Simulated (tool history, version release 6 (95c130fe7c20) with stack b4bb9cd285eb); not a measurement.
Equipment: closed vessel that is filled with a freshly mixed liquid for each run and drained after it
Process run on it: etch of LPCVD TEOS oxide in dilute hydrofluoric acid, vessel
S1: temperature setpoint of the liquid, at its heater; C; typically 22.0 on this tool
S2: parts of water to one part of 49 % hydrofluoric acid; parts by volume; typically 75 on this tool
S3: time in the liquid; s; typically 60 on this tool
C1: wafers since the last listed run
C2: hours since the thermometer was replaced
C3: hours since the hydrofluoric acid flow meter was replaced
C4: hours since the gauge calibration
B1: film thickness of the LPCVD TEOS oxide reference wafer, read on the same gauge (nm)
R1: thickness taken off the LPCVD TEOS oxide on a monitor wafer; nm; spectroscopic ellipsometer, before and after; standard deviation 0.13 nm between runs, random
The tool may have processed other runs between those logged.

run      day    S1   S2  S3     C1      C2      C3      C4     B1     R1
  1    0.000  20.0   75  40      0  1761.9   459.3  1815.0  69.99  15.91
  2    1.696  20.0   75  40   5199  1802.6   500.0  1855.7  70.01  15.94
       2.425  -- thermometer replaced
  3    3.417  20.0   75  40   5148    23.8   541.3  1897.0  70.02  15.93
  4    7.288  22.0  100  60  11867   116.7   634.2  1989.9  69.96  18.96
       7.383  -- gauge calibrated
  5   11.575  22.0  100  60  13145   219.6   737.1   100.6  69.99  18.96
  6   13.475  22.0  100  60   5825   265.2   782.7   146.2  69.98  18.91
  7   15.146  22.0   60  40   5122   305.3   822.8   186.3  69.99  21.85
  8   18.996  21.0   75  30  11803   397.7   915.2   278.7  69.94  12.40
  9   21.396  21.0   75  30   7358   455.3   972.8   336.3  70.02  12.32
 10   25.575  21.0   75  30  12813   555.6  1073.1   436.6  69.99  12.29
 11   28.775  22.0   75  60   9811   632.4  1149.9   513.4  69.99  25.71
 12   33.004  22.0   75  60  12966   733.9  1251.4   614.9  69.99  25.62
 13   34.933  22.0   75  60   5914   780.2  1297.7   661.2  70.02  25.68
 14   38.533  22.0   75  60  11037   866.6  1384.1   747.6  70.01  25.49
      41.704  -- hydrofluoric acid flow meter replaced
 15   42.879  22.0   75  60  13196   970.9    28.2   851.9  69.99  26.02
 16   47.079  22.0   75  60  12877  1071.7   129.0   952.7  69.99  26.36
 17   51.025  22.0   75  45  12097  1166.4   223.7  1047.4  69.98  19.44
 18   54.742  19.5   95  35  11395  1255.6   312.9  1136.6  70.00  10.56
 19   60.121  23.5   40  30  16492  1384.7   442.0  1265.7  69.97  27.08
 20   62.808  24.0  100  70   8239  1449.2   506.5  1330.2  70.01  23.53
      65.075  -- thermometer replaced
      73.038  -- gauge calibrated
 21   75.775  19.5   45  40  39627   256.8   817.7    65.7  69.98  26.58
 22   78.200  17.0   50  30   7434   315.0   875.9   123.9  69.97  16.01
 23   81.821  20.5  110  70  11101   401.9   962.8   210.8  69.96  18.55
 24   85.404  22.0   95  70  10986   487.9  1048.8   296.8  69.99  22.90
 25   88.217  22.0   75  60   8623   555.4  1116.3   364.3  69.98  25.55
 26   91.304  17.5   75  95   9466   629.5  1190.4   438.4  70.00  33.50
 27   95.133  22.0   60  60  11740   721.4  1282.3   530.3  69.95  32.61
 28   99.492  22.0   45  60  13362   826.0  1386.9   634.9  69.99  44.18
     102.425  -- hydrofluoric acid flow meter replaced
 29  108.688  17.5   40  60  28066  1046.7   150.3   855.6  70.04  41.83
 30  110.788  18.5   60  80   6438  1097.1   200.7   906.0  69.97  38.45
 31  112.708  22.0   75  60   5889  1143.2   246.8   952.1  69.98  25.91
 32  114.846  25.5   35  60   6553  1194.5   298.1  1003.4  70.02  67.46
 33  118.350  26.5   90  35  10743  1278.6   382.2  1087.5  70.01  14.92
 34  127.783  22.0   75  60  28922  1505.0   608.6  1313.9  69.99  25.63

3 options for the next run, each taken on its own from the tool as it stands now. Forecast them:
  A  127.812  22.0   75  40  89  1505.7  609.3  1314.6   ?   ?
  B  127.812  18.5  110  40  89  1505.7  609.3  1314.6   ?   ?
  C  127.812  22.0   75  90  89  1505.7  609.3  1314.6   ?   ?

run     B1     R1
  A  69.93  17.14
  B  69.93   9.72
  C  69.93  38.56
Take away the tool's hidden state, keep each run's random variation, and the runs would have read:
run     R1
  A  17.39
  B   9.86
  C  39.13
